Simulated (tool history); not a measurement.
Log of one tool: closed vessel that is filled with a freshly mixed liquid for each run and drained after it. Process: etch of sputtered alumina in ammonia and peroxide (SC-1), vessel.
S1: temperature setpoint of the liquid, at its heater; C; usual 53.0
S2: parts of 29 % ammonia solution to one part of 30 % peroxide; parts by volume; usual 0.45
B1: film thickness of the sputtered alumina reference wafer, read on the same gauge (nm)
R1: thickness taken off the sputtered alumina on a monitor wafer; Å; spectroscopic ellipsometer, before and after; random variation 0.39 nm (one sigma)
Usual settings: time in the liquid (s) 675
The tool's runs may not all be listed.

{"run": 1, "hour": 0.0, "S1": 53.0, "S2": 0.45, "time in the liquid (s)": 675, "B1": 79.98, "R1": 422.4}
{"run": 2, "hour": 15.2, "S1": 53.0, "S2": 0.45, "time in the liquid (s)": 675, "B1": 79.96, "R1": 430.4}
{"run": 3, "hour": 43.8, "S1": 53.0, "S2": 0.45, "time in the liquid (s)": 675, "B1": 80.0, "R1": 424.7}
{"run": 4, "hour": 71.7, "S1": 53.0, "S2": 0.4, "time in the liquid (s)": 675, "B1": 80.0, "R1": 416.0}
{"run": 5, "hour": 89.1, "S1": 53.0, "S2": 0.4, "time in the liquid (s)": 675, "B1": 80.01, "R1": 416.9}
{"run": 6, "hour": 120.4, "S1": 53.0, "S2": 0.45, "time in the liquid (s)": 675, "B1": 79.99, "R1": 422.2}
{"run": 7, "hour": 189.9, "S1": 53.0, "S2": 0.45, "time in the liquid (s)": 675, "B1": 80.0, "R1": 423.4}
{"run": 8, "hour": 224.5, "S1": 49.5, "S2": 0.45, "time in the liquid (s)": 400, "B1": 79.96, "R1": 208.0}
{"run": 9, "hour": 242.8, "S1": 49.5, "S2": 0.45, "time in the liquid (s)": 400, "B1": 79.98, "R1": 206.3}
{"run": 10, "hour": 255.9, "S1": 60.0, "S2": 0.45, "time in the liquid (s)": 800, "B1": 79.98, "R1": 729.8}
{"run": 11, "hour": 286.9, "S1": 53.0, "S2": 0.45, "time in the liquid (s)": 480, "B1": 80.01, "R1": 300.3}
{"run": 12, "hour": 303.0, "S1": 53.0, "S2": 0.6, "time in the liquid (s)": 675, "B1": 79.98, "R1": 440.8}
{"run": 13, "hour": 333.4, "S1": 53.0, "S2": 0.45, "time in the liquid (s)": 295, "B1": 80.03, "R1": 185.2}
{"run": 14, "hour": 352.0, "S1": 53.0, "S2": 0.45, "time in the liquid (s)": 295, "B1": 79.98, "R1": 183.9}
{"run": 15, "hour": 384.4, "S1": 62.0, "S2": 0.55, "time in the liquid (s)": 1080, "B1": 80.02, "R1": 1102.6}
{"run": 16, "hour": 398.5, "S1": 53.0, "S2": 0.45, "time in the liquid (s)": 545, "B1": 79.98, "R1": 344.5}
{"run": 17, "hour": 431.3, "S1": 53.0, "S2": 0.45, "time in the liquid (s)": 1060, "B1": 79.99, "R1": 661.2}
{"run": 18, "hour": 451.0, "S1": 53.0, "S2": 0.3, "time in the liquid (s)": 675, "B1": 80.0, "R1": 411.1}

Taken out of this log: 4 entries between the listed runs. Where each belongs, and how the hidden state differs across it:
Between runs 6 and 7: new drum of ammonia solution connected (hour 166.3)
  no hidden state differs between the two runs
Between runs 8 and 9: gauge calibrated (hour 226.9)
  no hidden state differs between the two runs
Between runs 9 and 10: ammonia flow meter replaced (hour 245.6)
  no hidden state differs between the two runs
Between runs 13 and 14: thermometer replaced (hour 351.5)
  no hidden state differs between the two runs
